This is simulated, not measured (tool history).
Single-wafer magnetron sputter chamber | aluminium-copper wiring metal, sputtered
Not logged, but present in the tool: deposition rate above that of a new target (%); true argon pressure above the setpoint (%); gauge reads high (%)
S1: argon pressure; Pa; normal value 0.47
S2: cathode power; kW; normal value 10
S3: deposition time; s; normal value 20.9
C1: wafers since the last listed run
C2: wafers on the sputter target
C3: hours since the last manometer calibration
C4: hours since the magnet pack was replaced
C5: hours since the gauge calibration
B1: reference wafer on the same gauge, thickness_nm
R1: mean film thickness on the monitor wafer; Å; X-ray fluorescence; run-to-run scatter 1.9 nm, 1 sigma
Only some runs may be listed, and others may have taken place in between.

{"run": 1, "hour": 0.0, "S1": 0.47, "S2": 10, "S3": 20.9, "C1": 0, "C2": 368, "C3": 1584.1, "C4": 3379.2, "C5": 908.6, "B1": 337.815, "R1": 3918.68}
{"run": 2, "hour": 45.7, "S1": 0.47, "S2": 10, "S3": 20.9, "C1": 1781, "C2": 2149, "C3": 1629.8, "C4": 3424.9, "C5": 954.3, "B1": 337.867, "R1": 3899.01}
{"run": 3, "hour": 110.1, "S1": 0.47, "S2": 10, "S3": 20.9, "C1": 2510, "C2": 4659, "C3": 1694.2, "C4": 3489.3, "C5": 1018.7, "B1": 337.649, "R1": 3852.39}
{"run": 4, "hour": 185.4, "S1": 0.47, "S2": 10, "S3": 20.9, "C1": 2935, "C2": 7595, "C3": 1769.5, "C4": 3564.6, "C5": 1094, "B1": 338.111, "R1": 3837.76}
{"run": 5, "hour": 239.8, "S1": 0.47, "S2": 9.35, "S3": 20.9, "C1": 2120, "C2": 9715, "C3": 1823.9, "C4": 3619, "C5": 1148.4, "B1": 338.121, "R1": 3599.27}
{"hour": 337.0, "done": "sputter target and shields replaced"}
{"run": 6, "hour": 468.8, "S1": 0.47, "S2": 9.35, "S3": 20.9, "C1": 8614, "C2": 5137, "C3": 2052.9, "C4": 3848, "C5": 1377.4, "B1": 338.002, "R1": 3603.41}
{"run": 7, "hour": 560.1, "S1": 0.47, "S2": 10, "S3": 20.9, "C1": 3558, "C2": 8696, "C3": 2144.2, "C4": 3939.3, "C5": 1468.7, "B1": 338.055, "R1": 3768.91}
{"run": 8, "hour": 655.4, "S1": 0.47, "S2": 10, "S3": 20.9, "C1": 3714, "C2": 12410, "C3": 2239.5, "C4": 4034.6, "C5": 1564, "B1": 337.734, "R1": 3741.85}
{"hour": 673.3, "done": "sputter target and shields replaced"}
{"hour": 707.0, "done": "capacitance manometer re-zeroed and calibrated"}
{"run": 9, "hour": 743.2, "S1": 0.47, "S2": 10, "S3": 20.9, "C1": 2798, "C2": 2411, "C3": 36.2, "C4": 4122.4, "C5": 1651.8, "B1": 337.616, "R1": 4027.83}
{"run": 10, "hour": 827.5, "S1": 0.47, "S2": 10, "S3": 20.9, "C1": 3286, "C2": 5697, "C3": 120.5, "C4": 4206.7, "C5": 1736.1, "B1": 337.739, "R1": 3996.95}
{"run": 11, "hour": 934.3, "S1": 0.47, "S2": 11.45, "S3": 24.8, "C1": 4163, "C2": 9860, "C3": 227.3, "C4": 4313.5, "C5": 1842.9, "B1": 338.188, "R1": 5251.05}
{"hour": 979.0, "done": "magnet pack replaced"}
{"run": 12, "hour": 1000.7, "S1": 0.47, "S2": 10.75, "S3": 18.4, "C1": 2276, "C2": 12136, "C3": 293.7, "C4": 21.7, "C5": 1909.3, "B1": 338.017, "R1": 3656.87}
{"hour": 1017.3, "done": "sputter target and shields replaced"}
{"hour": 1056.1, "done": "gauge calibrated"}
{"run": 13, "hour": 1060.1, "S1": 0.47, "S2": 10, "S3": 20.9, "C1": 2003, "C2": 1668, "C3": 353.1, "C4": 81.1, "C5": 4, "B1": 338.299, "R1": 4010.05}
{"run": 14, "hour": 1157.6, "S1": 0.581, "S2": 11.8, "S3": 20.9, "C1": 3800, "C2": 5468, "C3": 450.6, "C4": 178.6, "C5": 101.5, "B1": 337.838, "R1": 4201.41}
{"run": 15, "hour": 1202.1, "S1": 0.47, "S2": 10, "S3": 20.9, "C1": 1734, "C2": 7203, "C3": 495.1, "C4": 223.1, "C5": 146, "B1": 338.394, "R1": 3909.98}
{"run": 16, "hour": 1301.2, "S1": 0.593, "S2": 11.95, "S3": 22.4, "C1": 3862, "C2": 11066, "C3": 594.2, "C4": 322.2, "C5": 245.1, "B1": 337.851, "R1": 4434.47}
{"hour": 1327.2, "done": "sputter target and shields replaced"}
{"run": 17, "hour": 1383.8, "S1": 0.47, "S2": 9.15, "S3": 24.6, "C1": 2907, "C2": 2207, "C3": 676.8, "C4": 404.8, "C5": 327.7, "B1": 337.724, "R1": 4331.6}
{"run": 18, "hour": 1480.3, "S1": 0.419, "S2": 10, "S3": 19.6, "C1": 3761, "C2": 5969, "C3": 773.3, "C4": 501.3, "C5": 424.2, "B1": 337.988, "R1": 3838.45}
{"run": 19, "hour": 1574.0, "S1": 0.47, "S2": 10, "S3": 20.9, "C1": 3652, "C2": 9622, "C3": 867, "C4": 595, "C5": 517.9, "B1": 338.399, "R1": 3874.12}

Branching from run 19: 4 alternative next runs. What would each branch give?
{"run": "A", "hour": 1574.4, "S1": 0.413, "S2": 10, "S3": 20.9, "C1": 15, "C2": 9637, "C3": 867.4, "C4": 595.4, "C5": 518.3, "B1": "?", "R1": "?"}
{"run": "B", "hour": 1574.4, "S1": 0.282, "S2": 11.8, "S3": 25, "C1": 15, "C2": 9637, "C3": 867.4, "C4": 595.4, "C5": 518.3, "B1": "?", "R1": "?"}
{"run": "C", "hour": 1574.4, "S1": 0.47, "S2": 10, "S3": 19.5, "C1": 15, "C2": 9637, "C3": 867.4, "C4": 595.4, "C5": 518.3, "B1": "?", "R1": "?"}
{"run": "D", "hour": 1574.4, "S1": 0.584, "S2": 11.25, "S3": 23.6, "C1": 15, "C2": 9637, "C3": 867.4, "C4": 595.4, "C5": 518.3, "B1": "?", "R1": "?"}

run=A B1=338.45 R1=4033.76
run=B B1=338.45 R1=6160.55
run=C B1=338.45 R1=3594.9
run=D B1=338.45 R1=4381.35
Take away the tool's hidden state, keep each run's random variation, and the runs would have read:
run=A R1=4231
run=B R1=6395.51
run=C R1=3786.63
run=D R1=4651.98
